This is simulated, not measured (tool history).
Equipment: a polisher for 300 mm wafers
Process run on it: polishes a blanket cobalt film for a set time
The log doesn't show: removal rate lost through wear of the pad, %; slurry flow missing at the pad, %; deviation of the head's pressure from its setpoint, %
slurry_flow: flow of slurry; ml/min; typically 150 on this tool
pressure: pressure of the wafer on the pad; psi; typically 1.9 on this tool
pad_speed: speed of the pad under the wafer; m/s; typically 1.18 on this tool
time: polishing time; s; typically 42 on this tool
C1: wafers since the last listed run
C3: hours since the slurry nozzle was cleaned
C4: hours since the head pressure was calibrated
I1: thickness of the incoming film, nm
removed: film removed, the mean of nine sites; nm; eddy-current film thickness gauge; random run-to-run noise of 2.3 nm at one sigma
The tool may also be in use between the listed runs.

run 1 hour=0.0 | slurry_flow=165 pressure=1.9 pad_speed=1.18 time=42 | C1=0 wafers_polished_on_this_pad=6647 C3=320.6 C4=87.9 | I1=676.5 | removed=237.7
-- hour=25.8 worn pad replaced by a new one
run 2 hour=54.2 | slurry_flow=165 pressure=1.9 pad_speed=1.18 time=42 | C1=803 wafers_polished_on_this_pad=455 C3=374.8 C4=142.1 | I1=663.0 | removed=238.3
run 3 hour=82.5 | slurry_flow=150 pressure=1.9 pad_speed=1.18 time=37 | C1=453 wafers_polished_on_this_pad=908 C3=403.1 C4=170.4 | I1=668.4 | removed=205.0
run 4 hour=149.2 | slurry_flow=150 pressure=1.9 pad_speed=1.18 time=37 | C1=1067 wafers_polished_on_this_pad=1975 C3=469.8 C4=237.1 | I1=659.9 | removed=206.6
run 5 hour=210.7 | slurry_flow=150 pressure=1.9 pad_speed=1.18 time=37 | C1=984 wafers_polished_on_this_pad=2960 C3=531.3 C4=298.6 | I1=675.9 | removed=202.7
run 6 hour=254.3 | slurry_flow=125 pressure=1.9 pad_speed=1.18 time=42 | C1=697 wafers_polished_on_this_pad=3658 C3=574.9 C4=342.2 | I1=664.2 | removed=223.5
run 7 hour=299.7 | slurry_flow=150 pressure=1.9 pad_speed=1.18 time=42 | C1=726 wafers_polished_on_this_pad=4385 C3=620.3 C4=387.6 | I1=679.0 | removed=232.1
-- hour=319.7 slurry nozzle cleaned
run 8 hour=355.5 | slurry_flow=150 pressure=1.9 pad_speed=1.18 time=42 | C1=877 wafers_polished_on_this_pad=5262 C3=35.8 C4=443.4 | I1=676.8 | removed=228.8
-- hour=394.4 worn pad replaced by a new one
run 9 hour=394.9 | slurry_flow=150 pressure=1.9 pad_speed=1.18 time=42 | C1=566 wafers_polished_on_this_pad=7 C3=75.2 C4=482.8 | I1=664.9 | removed=228.5
run 10 hour=461.3 | slurry_flow=150 pressure=1.9 pad_speed=1.32 time=42 | C1=1062 wafers_polished_on_this_pad=1070 C3=141.6 C4=549.2 | I1=668.3 | removed=251.6
run 11 hour=490.5 | slurry_flow=150 pressure=1.6 pad_speed=1.18 time=42 | C1=467 wafers_polished_on_this_pad=1537 C3=170.8 C4=578.4 | I1=676.8 | removed=193.9
run 12 hour=593.2 | slurry_flow=150 pressure=1.6 pad_speed=1.18 time=42 | C1=1644 wafers_polished_on_this_pad=3181 C3=273.5 C4=681.1 | I1=659.4 | removed=194.2
run 13 hour=625.1 | slurry_flow=150 pressure=1.6 pad_speed=1.18 time=42 | C1=510 wafers_polished_on_this_pad=3692 C3=305.4 C4=713.0 | I1=681.7 | removed=193.2
run 14 hour=666.5 | slurry_flow=150 pressure=1.9 pad_speed=1.18 time=42 | C1=662 wafers_polished_on_this_pad=4355 C3=346.8 C4=754.4 | I1=681.4 | removed=226.1
run 15 hour=711.1 | slurry_flow=150 pressure=1.9 pad_speed=1.18 time=42 | C1=713 wafers_polished_on_this_pad=5069 C3=391.4 C4=799.0 | I1=669.7 | removed=231.2
run 16 hour=779.0 | slurry_flow=150 pressure=1.9 pad_speed=1.18 time=47 | C1=1087 wafers_polished_on_this_pad=6156 C3=459.3 C4=866.9 | I1=670.5 | removed=254.6
-- hour=807.7 worn pad replaced by a new one
run 17 hour=821.1 | slurry_flow=150 pressure=1.9 pad_speed=1.18 time=49 | C1=609 wafers_polished_on_this_pad=214 C3=501.4 C4=909.0 | I1=671.3 | removed=265.4
run 18 hour=872.8 | slurry_flow=150 pressure=1.9 pad_speed=1.18 time=42 | C1=827 wafers_polished_on_this_pad=1041 C3=553.1 C4=960.7 | I1=679.7 | removed=225.0
run 19 hour=937.2 | slurry_flow=150 pressure=2.3 pad_speed=0.98 time=35 | C1=1030 wafers_polished_on_this_pad=2072 C3=617.5 C4=1025.1 | I1=674.2 | removed=202.6
run 20 hour=962.0 | slurry_flow=175 pressure=1.7 pad_speed=1.56 time=33 | C1=397 wafers_polished_on_this_pad=2469 C3=642.3 C4=1049.9 | I1=683.4 | removed=201.0
run 21 hour=993.3 | slurry_flow=165 pressure=1.9 pad_speed=0.84 time=42 | C1=501 wafers_polished_on_this_pad=2970 C3=673.6 C4=1081.2 | I1=675.5 | removed=180.1
-- hour=1018.2 slurry nozzle cleaned
run 22 hour=1035.3 | slurry_flow=150 pressure=1.9 pad_speed=0.78 time=37 | C1=656 wafers_polished_on_this_pad=3627 C3=17.1 C4=1123.2 | I1=662.1 | removed=149.6
-- hour=1118.4 head pressure recalibrated
run 23 hour=1212.6 | slurry_flow=115 pressure=1.7 pad_speed=1.18 time=51 | C1=2806 wafers_polished_on_this_pad=6433 C3=194.4 C4=94.2 | I1=680.6 | removed=225.1
-- hour=1252.1 worn pad replaced by a new one
run 24 hour=1258.8 | slurry_flow=150 pressure=1.9 pad_speed=1.18 time=42 | C1=675 wafers_polished_on_this_pad=106 C3=240.6 C4=140.4 | I1=664.3 | removed=213.2
run 25 hour=1324.9 | slurry_flow=150 pressure=1.9 pad_speed=1.18 time=42 | C1=1058 wafers_polished_on_this_pad=1165 C3=306.7 C4=206.5 | I1=658.1 | removed=218.8
run 26 hour=1388.6 | slurry_flow=150 pressure=1.9 pad_speed=1.18 time=42 | C1=1019 wafers_polished_on_this_pad=2184 C3=370.4 C4=270.2 | I1=668.3 | removed=213.2
run 27 hour=1493.8 | slurry_flow=110 pressure=1.9 pad_speed=1.42 time=42 | C1=1684 wafers_polished_on_this_pad=3869 C3=475.6 C4=375.4 | I1=662.2 | removed=232.8
-- hour=1632.4 head pressure recalibrated, repeated, since the last time left the tool worse
-- hour=1633.1 worn pad replaced by a new one
run 28 hour=1702.9 | slurry_flow=150 pressure=1.9 pad_speed=1.18 time=42 | C1=3304 wafers_polished_on_this_pad=1118 C3=684.7 C4=70.5 | I1=668.9 | removed=236.7
run 29 hour=1771.5 | slurry_flow=150 pressure=1.9 pad_speed=1.18 time=42 | C1=1098 wafers_polished_on_this_pad=2216 C3=753.3 C4=139.1 | I1=663.7 | removed=227.3
run 30 hour=1795.7 | slurry_flow=150 pressure=1.9 pad_speed=1.18 time=42 | C1=387 wafers_polished_on_this_pad=2603 C3=777.5 C4=163.3 | I1=665.3 | removed=230.5
run 31 hour=1822.5 | slurry_flow=150 pressure=1.6 pad_speed=1.30 time=42 | C1=429 wafers_polished_on_this_pad=3032 C3=804.3 C4=190.1 | I1=670.6 | removed=208.1
-- hour=1827.0 slurry nozzle cleaned
run 32 hour=1874.9 | slurry_flow=150 pressure=1.9 pad_speed=1.18 time=42 | C1=822 wafers_polished_on_this_pad=3855 C3=47.9 C4=242.5 | I1=669.3 | removed=231.3
run 33 hour=1940.6 | slurry_flow=185 pressure=1.4 pad_speed=1.00 time=27 | C1=1051 wafers_polished_on_this_pad=4907 C3=113.6 C4=308.2 | I1=669.2 | removed=102.2
run 34 hour=1980.8 | slurry_flow=135 pressure=1.9 pad_speed=0.98 time=35 | C1=643 wafers_polished_on_this_pad=5551 C3=153.8 C4=348.4 | I1=670.4 | removed=164.9
run 35 hour=2008.4 | slurry_flow=135 pressure=1.7 pad_speed=1.18 time=56 | C1=441 wafers_polished_on_this_pad=5992 C3=181.4 C4=376.0 | I1=672.2 | removed=269.2
run 36 hour=2033.8 | slurry_flow=150 pressure=1.7 pad_speed=1.54 time=33 | C1=406 wafers_polished_on_this_pad=6399 C3=206.8 C4=401.4 | I1=676.3 | removed=194.4
-- hour=2090.2 worn pad replaced by a new one
run 37 hour=2094.4 | slurry_flow=130 pressure=1.5 pad_speed=1.18 time=42 | C1=906 wafers_polished_on_this_pad=66 C3=267.4 C4=462.0 | I1=670.5 | removed=180.2

Subtracting, for every run, the result it would have given without the tool's unlogged condition from the measured result gives the following. The same run-to-run variation enters both numbers; the gauge's scatter may not:
run=1 removed=-0.6
run=2 removed=-1.7
run=3 removed=-2.0
run=4 removed=-2.9
run=5 removed=-3.6
run=6 removed=-4.4
run=7 removed=-5.0
run=8 removed=-5.4
run=9 removed=-5.7
run=10 removed=-6.8
run=11 removed=-5.4
run=12 removed=-5.8
run=13 removed=-5.8
run=14 removed=-7.0
run=15 removed=-7.3
run=16 removed=-8.2
run=17 removed=-8.7
run=18 removed=-7.5
run=19 removed=-6.9
run=20 removed=-6.8
run=21 removed=-6.1
run=22 removed=-5.2
run=23 removed=-18.4
run=24 removed=-18.4
run=25 removed=-20.2
run=26 removed=-20.6
run=27 removed=-23.9
run=28 removed=-1.7
run=29 removed=-3.0
run=30 removed=-3.5
run=31 removed=-3.6
run=32 removed=-4.8
run=33 removed=-2.5
run=34 removed=-4.3
run=35 removed=-7.4
run=36 removed=-5.5
run=37 removed=-5.5

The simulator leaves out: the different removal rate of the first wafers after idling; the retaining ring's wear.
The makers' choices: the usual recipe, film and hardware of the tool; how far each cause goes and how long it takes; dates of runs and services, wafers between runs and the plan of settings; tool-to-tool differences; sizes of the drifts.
